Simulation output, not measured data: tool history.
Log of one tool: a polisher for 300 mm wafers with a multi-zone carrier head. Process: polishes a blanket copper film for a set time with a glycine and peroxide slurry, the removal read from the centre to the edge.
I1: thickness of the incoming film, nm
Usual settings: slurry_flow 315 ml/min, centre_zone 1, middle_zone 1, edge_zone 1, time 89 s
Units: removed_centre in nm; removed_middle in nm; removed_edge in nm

{"run": 1, "day": 0.0, "slurry_flow": 315, "centre_zone": 0.95, "middle_zone": 1, "edge_zone": 0.9, "time": 89, "I1": 1410.3, "removed_centre": 335, "removed_middle": 336.5, "removed_edge": 321.7}
{"run": 2, "day": 0.454, "slurry_flow": 315, "centre_zone": 1.08, "middle_zone": 1.07, "edge_zone": 1.11, "time": 113, "I1": 1420.5, "removed_centre": 479.7, "removed_middle": 439.6, "removed_edge": 450.1}
{"run": 3, "day": 1.071, "slurry_flow": 315, "centre_zone": 1, "middle_zone": 1, "edge_zone": 1, "time": 89, "I1": 1426.1, "removed_centre": 361, "removed_middle": 337.9, "removed_edge": 331.5}
{"run": 4, "day": 1.329, "slurry_flow": 420, "centre_zone": 1.03, "middle_zone": 1, "edge_zone": 1, "time": 118, "I1": 1417.6, "removed_centre": 481.9, "removed_middle": 455.7, "removed_edge": 449.6}
{"run": 5, "day": 1.8, "slurry_flow": 315, "centre_zone": 1, "middle_zone": 0.88, "edge_zone": 1, "time": 73, "I1": 1405.2, "removed_centre": 288.3, "removed_middle": 251.8, "removed_edge": 272.5}
{"run": 6, "day": 2.279, "slurry_flow": 315, "centre_zone": 1, "middle_zone": 1, "edge_zone": 1, "time": 89, "I1": 1425.5, "removed_centre": 348.7, "removed_middle": 335.5, "removed_edge": 331.1}
{"run": 7, "day": 2.629, "slurry_flow": 315, "centre_zone": 1, "middle_zone": 0.95, "edge_zone": 1, "time": 117, "I1": 1416, "removed_centre": 460.6, "removed_middle": 422.3, "removed_edge": 434.7}
{"day": 2.9, "done": "centre zone pressure recalibrated"}
{"run": 8, "day": 2.979, "slurry_flow": 315, "centre_zone": 0.92, "middle_zone": 1, "edge_zone": 1, "time": 89, "I1": 1420.8, "removed_centre": 318.5, "removed_middle": 332.1, "removed_edge": 324.5}
{"run": 9, "day": 3.292, "slurry_flow": 315, "centre_zone": 0.93, "middle_zone": 1, "edge_zone": 1, "time": 89, "I1": 1427.7, "removed_centre": 320.6, "removed_middle": 333.3, "removed_edge": 333.1}
{"run": 10, "day": 3.779, "slurry_flow": 315, "centre_zone": 1, "middle_zone": 0.9, "edge_zone": 1, "time": 89, "I1": 1394, "removed_centre": 350.5, "removed_middle": 302.4, "removed_edge": 329.9}
{"run": 11, "day": 4.229, "slurry_flow": 315, "centre_zone": 1.05, "middle_zone": 0.91, "edge_zone": 0.91, "time": 116, "I1": 1419, "removed_centre": 471.5, "removed_middle": 394.9, "removed_edge": 411.6}
{"run": 12, "day": 4.479, "slurry_flow": 375, "centre_zone": 1, "middle_zone": 1.05, "edge_zone": 1, "time": 89, "I1": 1420.2, "removed_centre": 357.2, "removed_middle": 349.5, "removed_edge": 330.8}
{"run": 13, "day": 4.975, "slurry_flow": 360, "centre_zone": 1, "middle_zone": 1, "edge_zone": 0.95, "time": 89, "I1": 1418.3, "removed_centre": 347.3, "removed_middle": 328.9, "removed_edge": 319.7}
{"run": 14, "day": 5.546, "slurry_flow": 350, "centre_zone": 0.97, "middle_zone": 0.96, "edge_zone": 0.9, "time": 89, "I1": 1445.2, "removed_centre": 340.4, "removed_middle": 327.6, "removed_edge": 311.6}
{"day": 6.038, "done": "worn pad replaced by a new one"}
{"run": 15, "day": 6.058, "slurry_flow": 315, "centre_zone": 1, "middle_zone": 1, "edge_zone": 1.07, "time": 73, "I1": 1407.5, "removed_centre": 312.5, "removed_middle": 301.1, "removed_edge": 307.5}
{"run": 16, "day": 6.188, "slurry_flow": 315, "centre_zone": 1.08, "middle_zone": 1, "edge_zone": 1, "time": 89, "I1": 1410, "removed_centre": 409.2, "removed_middle": 362.7, "removed_edge": 366.8}
{"run": 17, "day": 6.912, "slurry_flow": 315, "centre_zone": 1, "middle_zone": 1, "edge_zone": 1, "time": 97, "I1": 1416.5, "removed_centre": 405.5, "removed_middle": 382.1, "removed_edge": 383.7}
{"run": 18, "day": 7.308, "slurry_flow": 315, "centre_zone": 0.95, "middle_zone": 1, "edge_zone": 1.07, "time": 89, "I1": 1434.2, "removed_centre": 347.2, "removed_middle": 340.5, "removed_edge": 365.1}
{"run": 19, "day": 7.596, "slurry_flow": 315, "centre_zone": 0.9, "middle_zone": 0.92, "edge_zone": 1.06, "time": 101, "I1": 1420.1, "removed_centre": 366.5, "removed_middle": 379, "removed_edge": 398.3}
{"run": 20, "day": 7.975, "slurry_flow": 315, "centre_zone": 1, "middle_zone": 1, "edge_zone": 1, "time": 89, "I1": 1432.5, "removed_centre": 359.2, "removed_middle": 339.9, "removed_edge": 337.6}
{"run": 21, "day": 8.371, "slurry_flow": 315, "centre_zone": 1, "middle_zone": 0.9, "edge_zone": 0.96, "time": 89, "I1": 1440.1, "removed_centre": 357, "removed_middle": 317, "removed_edge": 331.5}
{"run": 22, "day": 8.917, "slurry_flow": 315, "centre_zone": 1, "middle_zone": 1, "edge_zone": 1, "time": 89, "I1": 1410.8, "removed_centre": 358.4, "removed_middle": 330.4, "removed_edge": 340.5}
{"run": 23, "day": 9.65, "slurry_flow": 365, "centre_zone": 1, "middle_zone": 0.88, "edge_zone": 0.94, "time": 89, "I1": 1439, "removed_centre": 359.5, "removed_middle": 320.5, "removed_edge": 334.6}

3 ways to go on from here, each from the tool as it stands after run 23. What would each give?
{"run": "A", "day": 9.671, "slurry_flow": 315, "centre_zone": 1, "middle_zone": 1, "edge_zone": 1, "time": 89, "I1": 1413.1, "removed_centre": "?", "removed_middle": "?", "removed_edge": "?"}
{"run": "B", "day": 9.671, "slurry_flow": 235, "centre_zone": 1.09, "middle_zone": 1.09, "edge_zone": 0.95, "time": 89, "I1": 1413.1, "removed_centre": "?", "removed_middle": "?", "removed_edge": "?"}
{"run": "C", "day": 9.671, "slurry_flow": 315, "centre_zone": 1, "middle_zone": 1, "edge_zone": 0.94, "time": 89, "I1": 1413.1, "removed_centre": "?", "removed_middle": "?", "removed_edge": "?"}

run=A removed_centre=351.6 removed_middle=340.8 removed_edge=335.6
run=B removed_centre=375.6 removed_middle=354.5 removed_edge=322.5
run=C removed_centre=351.6 removed_middle=340.8 removed_edge=325.9
Without the tool's hidden state the same runs would have given:
run=A removed_centre=376.2 removed_middle=364.7 removed_edge=359.2
run=B removed_centre=401.9 removed_middle=379.3 removed_edge=345.1
run=C removed_centre=376.2 removed_middle=364.7 removed_edge=348.7
